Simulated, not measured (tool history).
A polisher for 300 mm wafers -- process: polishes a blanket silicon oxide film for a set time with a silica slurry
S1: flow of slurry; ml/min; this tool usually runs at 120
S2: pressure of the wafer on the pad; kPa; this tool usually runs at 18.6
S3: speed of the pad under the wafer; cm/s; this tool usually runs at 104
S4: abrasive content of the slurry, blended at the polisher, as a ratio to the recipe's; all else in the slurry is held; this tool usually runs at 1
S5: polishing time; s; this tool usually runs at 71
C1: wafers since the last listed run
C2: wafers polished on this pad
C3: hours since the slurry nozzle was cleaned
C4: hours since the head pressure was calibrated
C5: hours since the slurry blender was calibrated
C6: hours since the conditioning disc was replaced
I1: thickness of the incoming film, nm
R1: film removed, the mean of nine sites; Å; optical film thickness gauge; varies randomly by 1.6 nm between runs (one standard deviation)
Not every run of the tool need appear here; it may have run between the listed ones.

run	hour	S1	S2	S3	S4	S5	C1	C2	C3	C4	C5	C6	I1	R1
1	0	120	18.6	104	1	71	0	1069	331.1	7.6	26	386.4	875	1279
# hour 7.6: conditioning disc replaced and pad reconditioned
2	19.8	120	18.6	104	1	71	200	1270	350.9	27.4	45.8	12.2	859.8	1261
3	47.7	120	18.6	104	1	71	314	1585	378.8	55.3	73.7	40.1	870.8	1238
# hour 60.9: worn pad replaced by a new one
4	68.1	120	18.6	104	1	71	185	81	399.2	75.7	94.1	60.5	875.4	1181
5	91.2	120	18.6	104	1	71	260	342	422.3	98.8	117.2	83.6	876.4	1191
# hour 122.4: slurry blender recalibrated
6	123.2	120	18.6	104	1	71	338	680	454.3	130.8	0.8	115.6	885.8	1130
# hour 164.8: slurry nozzle cleaned
7	226.3	120	18.6	104	1	71	1152	1833	61.5	233.9	103.9	218.7	867.3	1090
# hour 256.6: worn pad replaced by a new one, repeated, since the last time left the tool worse
# hour 259.8: slurry blender recalibrated
8	260.3	120	18.6	104	1	71	316	19	95.5	267.9	0.5	252.7	859.7	1343
9	287.6	120	18.6	104	1	71	308	327	122.8	295.2	27.8	280	867.5	1279
10	303.6	120	18.6	104	1	71	180	507	138.8	311.2	43.8	296	862.9	1268
11	330.2	120	14.5	78	0.8	90	300	808	165.4	337.8	70.4	322.6	871.9	991
12	342.8	120	18.6	104	0.9	71	142	950	178	350.4	83	335.2	883.5	1213
# hour 356.3: conditioning disc replaced and pad reconditioned
13	364.4	120	18.6	104	1.25	89	221	1171	199.6	372	104.6	8.1	870.3	1747
14	378.2	145	18.6	94	1	71	155	1327	213.4	385.8	118.4	21.9	863	1230
# hour 394.4: worn pad replaced by a new one
15	410.5	105	16.5	104	1	71	319	181	245.7	418.1	150.7	54.2	861.8	1147
# hour 431: slurry blender recalibrated
# hour 438.6: head pressure recalibrated
16	443.2	120	18.6	82	1	46	323	505	278.4	4.6	12.2	86.9	872.9	741
17	472.2	130	18.6	84	1	71	327	833	307.4	33.6	41.2	115.9	862.8	1152
18	506.8	120	18.6	104	1	58	390	1223	342	68.2	75.8	150.5	864.4	1033
19	540.4	120	18.6	104	1.2	71	379	1602	375.6	101.8	109.4	184.1	863.6	1344
# hour 547.1: worn pad replaced by a new one
# hour 575.2: slurry blender recalibrated
20	575.7	120	18.6	104	1	71	330	300	410.9	137.1	0.5	219.4	883.5	1325
21	591.3	95	13.1	70	1	71	176	476	426.5	152.7	16.1	235	867.3	712
22	605.8	120	18.6	104	1	71	163	640	441	167.2	30.6	249.5	879.9	1309
23	622.7	105	22.1	72	1.25	71	190	831	457.9	184.1	47.5	266.4	863.1	1312
24	654.8	90	18.6	104	1	71	362	1193	490	216.2	79.6	298.5	867.9	1171
25	676.7	120	18.6	104	1	71	247	1440	511.9	238.1	101.5	320.4	863.6	1264
# hour 688.4: worn pad replaced by a new one
26	689.8	150	22.1	104	1	71	102	16	525	251.2	114.6	333.5	867.6	1642

Forecast each of these 3 alternatives for the next run:
A	690.2	120	18.6	104	1	71	4	20	525.4	251.6	115	333.9	875.7	?
B	690.2	120	18.6	134	0.7	71	4	20	525.4	251.6	115	333.9	875.7	?
C	690.2	90	18.6	70	1	71	4	20	525.4	251.6	115	333.9	875.7	?

run	R1
A	1342
B	1352
C	1022
Had the tool no hidden state, the same runs would have come out as:
run	R1
A	1346
B	1355
C	1025
